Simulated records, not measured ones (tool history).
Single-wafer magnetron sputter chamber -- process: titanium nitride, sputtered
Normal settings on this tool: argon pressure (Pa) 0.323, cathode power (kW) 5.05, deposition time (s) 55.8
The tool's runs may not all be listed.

run,hour,argon pressure (Pa),cathode power (kW),deposition time (s),"read-back reference wafer on the same gauge, thickness_nm",mean film thickness on the monitor wafer (nm)
1,0,0.323,5.05,53.1,56.686,48.417
2,25.2,0.323,5.05,55.8,56.71,50.987
# hour 46.2: sputter target and shields replaced
3,60.6,0.323,5.05,55.8,56.65,50.625
4,83.5,0.323,5.05,55.8,56.821,50.68
5,99.9,0.323,5.8,55.8,56.711,58.309
6,122.4,0.323,5.8,55.8,56.791,58.31
7,137.1,0.291,5.05,55.8,56.707,51.416
8,164.3,0.291,5.05,55.8,56.692,51.3
9,223,0.323,5.05,55.8,56.699,50.776
10,253.9,0.323,5.05,55.8,56.712,51.039
# hour 269.6: magnet pack replaced
11,286.9,0.323,5.05,55.8,56.68,50.713
12,307.4,0.293,4.45,55.8,56.654,45.208
13,334.6,0.293,4.45,55.8,56.736,45.129
14,349.4,0.293,4.45,55.8,56.666,45.405
# hour 372.8: capacitance manometer re-zeroed and calibrated
15,373.3,0.323,5.05,55.8,56.782,50.966
# hour 384.9: sputter target and shields replaced
16,397.8,0.323,5.05,55.8,56.729,50.987
17,432.2,0.253,5.9,67,56.623,72.506
18,461.5,0.415,5.95,63.9,56.656,66.978
# hour 467.4: gauge calibrated
19,488.6,0.323,5.4,55.8,56.755,54.702
20,518.1,0.293,4.45,55.8,56.713,45.087
21,551.3,0.323,5.05,55.8,56.664,50.724
22,565.8,0.43,6.05,48.7,56.689,51.422
23,591.6,0.29,4,46.3,56.705,33.58
24,626.9,0.323,5.05,55.8,56.707,51
25,650.2,0.323,5.05,55.8,56.679,50.939
26,670.2,0.251,5.65,62,56.695,64.043
27,698.7,0.293,4.45,55.8,56.713,45.246
# hour 718.1: sputter target and shields replaced
28,718.6,0.208,4.6,65,56.587,56.122
29,750.1,0.41,4.35,55.8,56.748,42.698
30,781.4,0.283,6.15,55.8,56.73,62.685
31,801.4,0.221,4.55,49.9,56.695,42.368

Below are 4 alternative next runs, each starting from the tool's condition after run 31. Predict each:
A,801.8,0.323,5.05,55.8,?,?
B,801.8,0.452,4.5,55.8,?,?
C,801.8,0.363,6.05,49.8,?,?
D,801.8,0.289,6.05,66.5,?,?

run,"read-back reference wafer on the same gauge, thickness_nm",mean film thickness on the monitor wafer (nm)
A,56.648,51.03
B,56.648,43.712
C,56.648,53.894
D,56.648,73.627
Without the tool's hidden state the same runs would have given:
run,mean film thickness on the monitor wafer (nm)
A,51.03
B,43.712
C,53.894
D,73.627

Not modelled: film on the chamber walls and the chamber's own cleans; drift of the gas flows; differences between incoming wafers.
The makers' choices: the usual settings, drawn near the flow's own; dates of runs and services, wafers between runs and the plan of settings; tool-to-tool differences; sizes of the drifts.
